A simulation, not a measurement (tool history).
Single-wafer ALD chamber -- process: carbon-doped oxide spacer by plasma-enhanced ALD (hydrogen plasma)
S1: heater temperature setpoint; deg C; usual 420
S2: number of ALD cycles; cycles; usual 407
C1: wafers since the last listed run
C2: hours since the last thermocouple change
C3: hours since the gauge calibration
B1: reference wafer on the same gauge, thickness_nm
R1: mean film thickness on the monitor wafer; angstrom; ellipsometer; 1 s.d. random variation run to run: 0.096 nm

run    hour   S1   S2  C1     C2     C3      B1      R1
  1     0.0  420  407   0  604.9  284.6  27.868  235.18
  2    24.2  420  407  23  629.1  308.8  27.904  235.37
  3    92.9  420  407  66  697.8  377.5  27.888  233.84
  4   118.2  416  407  24  723.1  402.8  27.926  239.21
  5   158.4  416  407  38  763.3  443.0  27.898  241.55
  6   204.3  416  407  44  809.2  488.9  27.873  239.46
  7   244.2  427  407  38  849.1  528.8  27.929  230.56
  8   285.3  427  407  39  890.2  569.9  27.899  228.86
      334.4  -- thermocouple changed; heater temperature recalibrated
  9   341.4  420  407  46    7.0  626.0  27.908  232.87
 10   386.6  420  407  43   52.2  671.2  27.887  231.51
      400.1  -- gauge calibrated
 11   431.6  420  407  43   97.2   31.5  27.916  234.40
 12   461.0  420  407  28  126.6   60.9  27.914  232.68
 13   501.0  406  378  38  166.6  100.9  27.930  228.77
 14   570.3  412  429  66  235.9  170.2  27.867  252.31
 15   623.3  431  339  51  288.9  223.2  27.885  185.36
 16   688.7  429  483  63  354.3  288.6  27.912  267.70
 17   747.5  413  479  56  413.1  347.4  27.898  282.09
 18   795.3  408  480  46  460.9  395.2  27.916  288.29
 19   839.8  426  386  43  505.4  439.7  27.898  215.38
 20   909.3  405  407  67  574.9  509.2  27.913  248.22
 21   940.3  420  470  29  605.9  540.2  27.896  271.05
 22   967.2  425  329  25  632.8  567.1  27.953  185.94
 23  1034.2  420  407  64  699.8  634.1  27.921  234.64

Across each entry between runs, compare the hidden state at the last listed run before it with the hidden state at the first listed run after it:
After run 8, before run 9: thermocouple changed; heater temperature recalibrated (hour 334.4)
  wafer temperature above the value expected at the setpoint (K): -3.83 -> 0.886
  the result without the hidden state subtracted from the measured one, R1: +3.23 -> -0.76 angstrom
After run 10, before run 11: gauge calibrated (hour 400.1)
  wafer temperature above the value expected at the setpoint (K): 0.873 -> 0.839
  the result without the hidden state subtracted from the measured one, R1: -0.74 -> -0.72 angstrom
